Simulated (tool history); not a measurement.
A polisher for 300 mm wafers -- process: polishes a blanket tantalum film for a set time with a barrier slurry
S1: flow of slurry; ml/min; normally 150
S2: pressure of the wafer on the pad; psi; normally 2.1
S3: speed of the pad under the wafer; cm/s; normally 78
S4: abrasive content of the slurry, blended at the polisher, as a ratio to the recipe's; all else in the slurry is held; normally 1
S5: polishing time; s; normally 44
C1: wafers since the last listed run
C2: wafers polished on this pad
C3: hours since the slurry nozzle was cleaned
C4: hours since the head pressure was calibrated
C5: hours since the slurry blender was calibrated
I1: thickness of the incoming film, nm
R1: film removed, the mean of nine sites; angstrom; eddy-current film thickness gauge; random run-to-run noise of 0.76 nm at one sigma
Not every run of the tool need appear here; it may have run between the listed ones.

Run 1, hour 0: usual settings but S1 190 ml/min; C1 0; C2 637; C3 560.1; C4 693.6; C5 258.2; I1 429.3. Result: R1 593 angstrom.
At hour 43.2: slurry nozzle cleaned.
Run 2, hour 68.7: usual settings but S3 60 cm/s; C1 569; C2 1206; C3 25.5; C4 762.3; C5 326.9; I1 434.2. Result: R1 462 angstrom.
Run 3, hour 105.8: usual settings but S3 60 cm/s; C1 312; C2 1519; C3 62.6; C4 799.4; C5 364; I1 428.3. Result: R1 463 angstrom.
Run 4, hour 171.6: usual settings but S3 60 cm/s; C1 553; C2 2072; C3 128.4; C4 865.2; C5 429.8; I1 420.3. Result: R1 459 angstrom.
Run 5, hour 218.2: usual settings; C1 392; C2 2464; C3 175; C4 911.8; C5 476.4; I1 432. Result: R1 590 angstrom.
Run 6, hour 285.6: usual settings; C1 567; C2 3031; C3 242.4; C4 979.2; C5 543.8; I1 427.5. Result: R1 603 angstrom.
At hour 290.1: slurry blender recalibrated.
Run 7, hour 333.9: usual settings; C1 389; C2 3421; C3 290.7; C4 1027.5; C5 43.8; I1 432.3. Result: R1 604 angstrom.
Run 8, hour 404.7: usual settings; C1 595; C2 4017; C3 361.5; C4 1098.3; C5 114.6; I1 425.9. Result: R1 582 angstrom.
At hour 441.5: worn pad replaced by a new one.
Run 9, hour 467.6: usual settings; C1 495; C2 219; C3 424.4; C4 1161.2; C5 177.5; I1 429.9. Result: R1 587 angstrom.
Run 10, hour 521: usual settings; C1 449; C2 669; C3 477.8; C4 1214.6; C5 230.9; I1 427.3. Result: R1 583 angstrom.
At hour 533.6: head pressure recalibrated.
Run 11, hour 591.8: usual settings; C1 578; C2 1247; C3 548.6; C4 58.2; C5 301.7; I1 424.9. Result: R1 576 angstrom.
Run 12, hour 663.6: usual settings but S2 1.7 psi, S5 30 s; C1 604; C2 1852; C3 620.4; C4 130; C5 373.5; I1 427.3. Result: R1 315 angstrom.
Run 13, hour 718.6: usual settings but S1 185 ml/min, S2 1.9 psi, S3 100 cm/s, S4 0.75; C1 462; C2 2314; C3 675.4; C4 185; C5 428.5; I1 427.5. Result: R1 588 angstrom.
At hour 731.8: slurry nozzle cleaned.
Run 14, hour 771.4: usual settings but S2 2.4 psi; C1 435; C2 2750; C3 39.6; C4 237.8; C5 481.3; I1 429.4. Result: R1 693 angstrom.
Run 15, hour 798.3: usual settings but S4 1.15; C1 226; C2 2977; C3 66.5; C4 264.7; C5 508.2; I1 433.5. Result: R1 643 angstrom.
At hour 831.1: slurry blender recalibrated.
Run 16, hour 858.4: usual settings but S3 68 cm/s; C1 488; C2 3465; C3 126.6; C4 324.8; C5 27.3; I1 423.2. Result: R1 528 angstrom.
Run 17, hour 884.8: usual settings but S1 120 ml/min, S2 2.4 psi, S5 34 s; C1 222; C2 3687; C3 153; C4 351.2; C5 53.7; I1 429.9. Result: R1 517 angstrom.
At hour 904: worn pad replaced by a new one.
Run 18, hour 915.8: usual settings; C1 227; C2 99; C3 184; C4 382.2; C5 84.7; I1 439.4. Result: R1 602 angstrom.
Run 19, hour 1073.3: usual settings but S1 185 ml/min; C1 1325; C2 1424; C3 341.5; C4 539.7; C5 242.2; I1 429.7. Result: R1 606 angstrom.
Run 20, hour 1126.6: usual settings but S3 98 cm/s; C1 448; C2 1872; C3 394.8; C4 593; C5 295.5; I1 427.7. Result: R1 745 angstrom.
Run 21, hour 1177.5: usual settings but S3 100 cm/s, S4 1.15; C1 428; C2 2301; C3 445.7; C4 643.9; C5 346.4; I1 433. Result: R1 777 angstrom.
Run 22, hour 1243.9: usual settings but S5 39 s; C1 558; C2 2859; C3 512.1; C4 710.3; C5 412.8; I1 435.3. Result: R1 521 angstrom.
Run 23, hour 1276.2: usual settings but S1 105 ml/min, S3 96 cm/s; C1 271; C2 3131; C3 544.4; C4 742.6; C5 445.1; I1 421.5. Result: R1 685 angstrom.
At hour 1320.4: slurry blender recalibrated.
Run 24, hour 1320.9: usual settings; C1 359; C2 3490; C3 589.1; C4 787.3; C5 0.5; I1 436.3. Result: R1 574 angstrom.
Run 25, hour 1358.9: usual settings but S2 1.5 psi, S3 50 cm/s, S5 36 s; C1 319; C2 3810; C3 627.1; C4 825.3; C5 38.5; I1 424.8. Result: R1 215 angstrom.
Run 26, hour 1384.6: usual settings but S4 1.1, S5 54 s; C1 216; C2 4026; C3 652.8; C4 851; C5 64.2; I1 423.2. Result: R1 703 angstrom.
At hour 1434.8: slurry nozzle cleaned.
Run 27, hour 1439.3: usual settings but S1 120 ml/min, S2 1.7 psi, S3 102 cm/s; C1 451; C2 4478; C3 4.5; C4 905.7; C5 118.9; I1 421.4. Result: R1 623 angstrom.
At hour 1466.7: worn pad replaced by a new one.
Run 28, hour 1467.2: usual settings but S4 0.7; C1 201; C2 3; C3 32.4; C4 933.6; C5 146.8; I1 432.8. Result: R1 506 angstrom.
Run 29, hour 1515.5: usual settings but S2 2.4 psi, S3 86 cm/s; C1 406; C2 410; C3 80.7; C4 981.9; C5 195.1; I1 426.4. Result: R1 762 angstrom.
Run 30, hour 1559.5: usual settings; C1 370; C2 780; C3 124.7; C4 1025.9; C5 239.1; I1 426.6. Result: R1 595 angstrom.

Give the tool's hidden conditions for every run:
removal rate lost through wear of the pad, %: 0, the same for each run
deviation of the head's pressure from its setpoint, %: 0, the same for each run
abrasive missing from the slurry, %: 0, the same for each run
H1: slurry flow missing at the pad, %
run    H1
  1  35.5
  2  3.76
  3  4.08
  4  5.33
  5  6.74
  6  9.55
  7  12.1
  8  16.7
  9  21.7
 10  26.5
 11  33.7
 12  42.1
 13  49.2
 14   2.3
 15  2.58
 16  3.74
 17  4.47
 18  5.52
 19  13.8
 20  17.7
 21    22
 22  28.3
 23  31.7
 24  36.8
 25  41.4
 26  44.6
 27  4.11
 28  4.21
 29  4.75
 30  5.66
